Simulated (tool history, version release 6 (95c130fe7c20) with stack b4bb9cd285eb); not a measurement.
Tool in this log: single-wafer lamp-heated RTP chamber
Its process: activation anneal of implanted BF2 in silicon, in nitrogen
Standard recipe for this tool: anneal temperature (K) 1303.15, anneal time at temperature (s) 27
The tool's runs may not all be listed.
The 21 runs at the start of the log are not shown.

run	hour	anneal temperature (K)	anneal time at temperature (s)	wafers since the last listed run	wafers since the last pyrometer calibration	wafers since the reflector plate was cleaned	hours since the gauge calibration	read-back reference wafer on the same gauge, sheet resistance	sheet resistance of the implanted and annealed layer (ohm/square)
22	1996.4	1327.15	31	1098	2228	7767	107.2	112.14	104.43
23	2063	1316.15	27	689	2918	8457	173.8	112.05	111.68
24	2168.7	1278.15	27	1094	4013	9552	279.5	112.15	135.87
# hour 2205.2: reflector plate cleaned
# hour 2261.6: pyrometer window cleaned and pyrometer calibrated
25	2262.1	1288.15	19	801	5	506	372.9	112.15	143.89
26	2332.7	1303.15	27	731	736	1237	443.5	111.91	122.84
27	2405.3	1276.15	16	752	1488	1990	516.1	112.11	154.23
28	2470.1	1323.15	17	671	2160	2661	580.9	112.06	116.27
29	2515.9	1303.15	27	474	2634	3135	626.7	111.89	119
30	2552.4	1327.15	37	378	3012	3513	663.2	112.14	102.54

Consider 5 possible next runs. They are alternatives, not a sequence: every one starts from the tool as it was left by run 30. What does each give?
A	2552.8	1317.15	27	4	3016	3517	663.6	?	?
B	2552.8	1314.15	16	4	3016	3517	663.6	?	?
C	2552.8	1323.15	27	4	3016	3517	663.6	?	?
D	2552.8	1274.15	19	4	3016	3517	663.6	?	?
E	2552.8	1291.15	27	4	3016	3517	663.6	?	?

run	read-back reference wafer on the same gauge, sheet resistance	sheet resistance of the implanted and annealed layer (ohm/square)
A	111.87	112.56
B	111.87	122.11
C	111.87	109.24
D	111.87	149.59
E	111.87	127.34
Had the tool no hidden state, the same runs would have come out as:
run	sheet resistance of the implanted and annealed layer (ohm/square)
A	117.54
B	127.87
C	114.29
D	159.88
E	134.17

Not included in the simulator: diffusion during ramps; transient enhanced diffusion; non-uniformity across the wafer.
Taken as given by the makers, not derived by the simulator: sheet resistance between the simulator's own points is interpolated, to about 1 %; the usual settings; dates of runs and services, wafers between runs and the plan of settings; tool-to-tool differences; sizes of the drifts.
